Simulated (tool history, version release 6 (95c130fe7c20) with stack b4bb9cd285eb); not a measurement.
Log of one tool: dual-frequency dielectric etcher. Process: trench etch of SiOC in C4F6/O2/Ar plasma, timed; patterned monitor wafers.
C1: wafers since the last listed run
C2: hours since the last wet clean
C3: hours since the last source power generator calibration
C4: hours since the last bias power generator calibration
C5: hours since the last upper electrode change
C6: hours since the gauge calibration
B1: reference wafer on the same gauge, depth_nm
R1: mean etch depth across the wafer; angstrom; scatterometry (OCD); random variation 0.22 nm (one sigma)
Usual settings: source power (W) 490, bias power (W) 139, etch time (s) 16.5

run 1 day=0 | source_power_(W)=540 bias_power_(W)=139 etch_time_(s)=16.5 | C1=0 C2=139.5 C3=3354.7 C4=1550.7 C5=4865.1 C6=366.7 | B1=36.93 | R1=330.4
run 2 day=3.321 | source_power_(W)=540 bias_power_(W)=139 etch_time_(s)=16.5 | C1=1351 C2=219.2 C3=3434.4 C4=1630.4 C5=4944.8 C6=446.4 | B1=36.88 | R1=324.8
run 3 day=3.979 | source_power_(W)=540 bias_power_(W)=139 etch_time_(s)=16.5 | C1=268 C2=235 C3=3450.2 C4=1646.2 C5=4960.6 C6=462.2 | B1=36.89 | R1=327.2
run 4 day=4.617 | source_power_(W)=490 bias_power_(W)=139 etch_time_(s)=16.5 | C1=259 C2=250.3 C3=3465.5 C4=1661.5 C5=4975.9 C6=477.5 | B1=36.81 | R1=312.6
run 5 day=5.775 | source_power_(W)=490 bias_power_(W)=139 etch_time_(s)=16.5 | C1=471 C2=278.1 C3=3493.3 C4=1689.3 C5=5003.7 C6=505.3 | B1=36.87 | R1=310.9
run 6 day=6.392 | source_power_(W)=490 bias_power_(W)=139 etch_time_(s)=18 | C1=251 C2=292.9 C3=3508.1 C4=1704.1 C5=5018.5 C6=520.1 | B1=36.98 | R1=339
run 7 day=7.783 | source_power_(W)=490 bias_power_(W)=139 etch_time_(s)=18 | C1=566 C2=326.3 C3=3541.5 C4=1737.5 C5=5051.9 C6=553.5 | B1=36.92 | R1=338.4
-- day=9.429 upper electrode replaced
run 8 day=9.45 | source_power_(W)=490 bias_power_(W)=139 etch_time_(s)=16.5 | C1=271 C2=366.3 C3=3581.5 C4=1777.5 C5=0.5 C6=593.5 | B1=36.95 | R1=313.8
run 9 day=9.954 | source_power_(W)=490 bias_power_(W)=139 etch_time_(s)=16.5 | C1=205 C2=378.4 C3=3593.6 C4=1789.6 C5=12.6 C6=605.6 | B1=36.83 | R1=313.1
-- day=10.825 gauge calibrated
-- day=12.817 bias power generator calibrated
run 10 day=14.092 | source_power_(W)=490 bias_power_(W)=139 etch_time_(s)=17.5 | C1=1616 C2=477.7 C3=3692.9 C4=30.6 C5=111.9 C6=78.4 | B1=36.87 | R1=327.9
run 11 day=14.904 | source_power_(W)=590 bias_power_(W)=139 etch_time_(s)=18.5 | C1=330 C2=497.2 C3=3712.4 C4=50.1 C5=131.4 C6=97.9 | B1=37.01 | R1=366.7
run 12 day=15.421 | source_power_(W)=490 bias_power_(W)=110 etch_time_(s)=16.5 | C1=210 C2=509.6 C3=3724.8 C4=62.5 C5=143.8 C6=110.3 | B1=36.89 | R1=272.2
-- day=16.754 wet clean of the chamber
run 13 day=16.775 | source_power_(W)=490 bias_power_(W)=174 etch_time_(s)=16.5 | C1=144 C2=0.5 C3=3757.3 C4=95 C5=176.3 C6=142.8 | B1=36.85 | R1=357.7
run 14 day=16.833 | source_power_(W)=420 bias_power_(W)=160 etch_time_(s)=19 | C1=23 C2=1.9 C3=3758.7 C4=96.4 C5=177.7 C6=144.2 | B1=36.89 | R1=374.8
-- day=17.888 source power generator calibrated
run 15 day=18.288 | source_power_(W)=490 bias_power_(W)=139 etch_time_(s)=16.5 | C1=524 C2=36.8 C3=9.6 C4=131.3 C5=212.6 C6=179.1 | B1=36.93 | R1=324.2
run 16 day=19.692 | source_power_(W)=490 bias_power_(W)=139 etch_time_(s)=18 | C1=571 C2=70.5 C3=43.3 C4=165 C5=246.3 C6=212.8 | B1=36.85 | R1=348.5
run 17 day=20.671 | source_power_(W)=550 bias_power_(W)=116 etch_time_(s)=15 | C1=398 C2=94 C3=66.8 C4=188.5 C5=269.8 C6=236.3 | B1=36.87 | R1=279.8
run 18 day=21.762 | source_power_(W)=400 bias_power_(W)=117 etch_time_(s)=16.5 | C1=444 C2=120.2 C3=93 C4=214.7 C5=296 C6=262.5 | B1=36.86 | R1=274.5
run 19 day=23.133 | source_power_(W)=490 bias_power_(W)=117 etch_time_(s)=16.5 | C1=558 C2=153.1 C3=125.9 C4=247.6 C5=328.9 C6=295.4 | B1=37.01 | R1=292
run 20 day=23.983 | source_power_(W)=530 bias_power_(W)=106 etch_time_(s)=21.5 | C1=346 C2=173.5 C3=146.3 C4=268 C5=349.3 C6=315.8 | B1=36.89 | R1=372.9
run 21 day=25.129 | source_power_(W)=490 bias_power_(W)=123 etch_time_(s)=18 | C1=466 C2=201 C3=173.8 C4=295.5 C5=376.8 C6=343.3 | B1=36.8 | R1=326.6

3 ways to go on from here, each from the tool as it stands after run 21. What would each give?
run A day=25.146 | source_power_(W)=490 bias_power_(W)=139 etch_time_(s)=16.5 | C1=6 C2=201.4 C3=174.2 C4=295.9 C5=377.2 C6=343.7 | B1=? | R1=?
run B day=25.146 | source_power_(W)=490 bias_power_(W)=118 etch_time_(s)=21 | C1=6 C2=201.4 C3=174.2 C4=295.9 C5=377.2 C6=343.7 | B1=? | R1=?
run C day=25.146 | source_power_(W)=450 bias_power_(W)=108 etch_time_(s)=18 | C1=6 C2=201.4 C3=174.2 C4=295.9 C5=377.2 C6=343.7 | B1=? | R1=?

run=A B1=36.83 R1=318.2
run=B B1=36.83 R1=374.5
run=C B1=36.83 R1=298.1
Without the tool's hidden state the same runs would have given:
run=A R1=325.2
run=B R1=382.7
run=C R1=304.5
